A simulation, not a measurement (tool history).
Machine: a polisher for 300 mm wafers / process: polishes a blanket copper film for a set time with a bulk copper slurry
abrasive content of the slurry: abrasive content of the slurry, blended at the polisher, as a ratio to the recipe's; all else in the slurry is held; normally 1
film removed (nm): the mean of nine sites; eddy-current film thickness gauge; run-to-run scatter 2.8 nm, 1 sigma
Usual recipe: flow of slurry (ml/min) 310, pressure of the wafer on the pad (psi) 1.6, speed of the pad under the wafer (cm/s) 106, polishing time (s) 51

run	hour	flow of slurry (ml/min)	pressure of the wafer on the pad (psi)	speed of the pad under the wafer (cm/s)	abrasive content of the slurry	polishing time (s)	wafers since the last listed run	wafers polished on this pad	hours since the slurry nozzle was cleaned	hours since the head pressure was calibrated	hours since the slurry blender was calibrated	incoming thickness of the incoming film, nm	film removed (nm)
1	0	310	1.6	106	1	51	0	703	538.1	1184.6	323.5	4722.1	279.9
2	11.8	310	1.6	106	1	51	152	855	549.9	1196.4	335.3	4727.2	279.6
3	19.1	310	1.6	106	1	51	94	949	557.2	1203.7	342.6	4731.7	280.6
# hour 26: worn pad replaced by a new one
4	26.8	310	1.6	106	1	51	47	10	564.9	1211.4	350.3	4715.4	281.2
5	38.2	310	1.6	106	1	51	146	157	576.3	1222.8	361.7	4784.9	279
6	45.3	310	1.6	106	1	51	91	249	583.4	1229.9	368.8	4810.2	275.2
7	54.6	310	1.6	106	1	51	119	368	592.7	1239.2	378.1	4774.2	279.8
# hour 56.8: slurry blender recalibrated
8	61	310	1.6	106	1	51	56	425	599.1	1245.6	4.2	4656.5	300.9
9	73.4	310	1.6	106	1	51	159	585	611.5	1258	16.6	4795.7	291.5
10	85.7	310	1.6	106	1	51	158	743	623.8	1270.3	28.9	4716.1	290.4
# hour 103.8: worn pad replaced by a new one
11	104.3	310	1.6	106	1	51	188	6	642.4	1288.9	47.5	4790.1	297.3
12	118.9	310	2	86	0.85	51	188	195	657	1303.5	62.1	4738.2	305
# hour 124.8: slurry nozzle cleaned
13	132.8	310	1.6	106	1	51	166	361	8	1317.4	76	4755.2	290.8
14	144.5	310	1.6	106	1	51	150	512	19.7	1329.1	87.7	4782.7	288.9
15	153.6	310	1.2	106	1.15	42	117	629	28.8	1338.2	96.8	4793.8	184.3
16	165.1	265	1.6	86	1	51	148	777	40.3	1349.7	108.3	4774.7	249.7
# hour 177.3: worn pad replaced by a new one
17	182.7	410	1.2	106	1	57	175	69	57.9	1367.3	125.9	4711.8	248.5
18	192.8	310	1.9	106	1.25	40	130	199	68	1377.4	136	4742	281.2
# hour 197.9: head pressure recalibrated
19	208.8	310	1.6	88	1	39	180	379	84	10.9	152	4788.1	168.9
20	218.9	310	1.6	144	1	51	130	509	94.1	21	162.1	4715.4	333
21	239	310	1.3	106	1	51	259	768	114.2	41.1	182.2	4707.4	207.4
22	247.6	310	1.3	106	1	51	110	879	122.8	49.7	190.8	4725.3	215
# hour 253.7: worn pad replaced by a new one
23	258.9	405	1.6	106	0.9	62	94	66	134.1	61	202.1	4830.4	317.8
24	265	310	1.6	106	1	51	78	145	140.2	67.1	208.2	4693.8	257.2
25	282.3	310	1.3	106	1	51	222	368	157.5	84.4	225.5	4718.3	209.5
26	288.4	355	2	106	1	51	78	446	163.6	90.5	231.6	4794.4	322.3
27	305	310	1.6	106	1	51	213	660	180.2	107.1	248.2	4707.1	259.1
28	311.5	235	1	106	1	51	83	744	186.7	113.6	254.7	4673.1	160.6
29	318.4	310	1.9	106	1.15	51	88	833	193.6	120.5	261.6	4713	314.8

What if the next run were any one of these 5? Each begins from the tool's condition after run 29:
A	318.8	310	1.6	106	1	51	5	838	194	120.9	262	4728.1	?
B	318.8	310	1.8	106	1	51	5	838	194	120.9	262	4728.1	?
C	318.8	310	2.1	106	1	51	5	838	194	120.9	262	4728.1	?
D	318.8	310	1.3	120	1	62	5	838	194	120.9	262	4728.1	?
E	318.8	310	1.6	106	1	62	5	838	194	120.9	262	4728.1	?

run	film removed (nm)
A	257.2
B	289.4
C	337.6
D	282.3
E	312.7
Had the tool no hidden state, the same runs would have come out as:
run	film removed (nm)
A	264.2
B	297.2
C	346.7
D	289.9
E	321.1
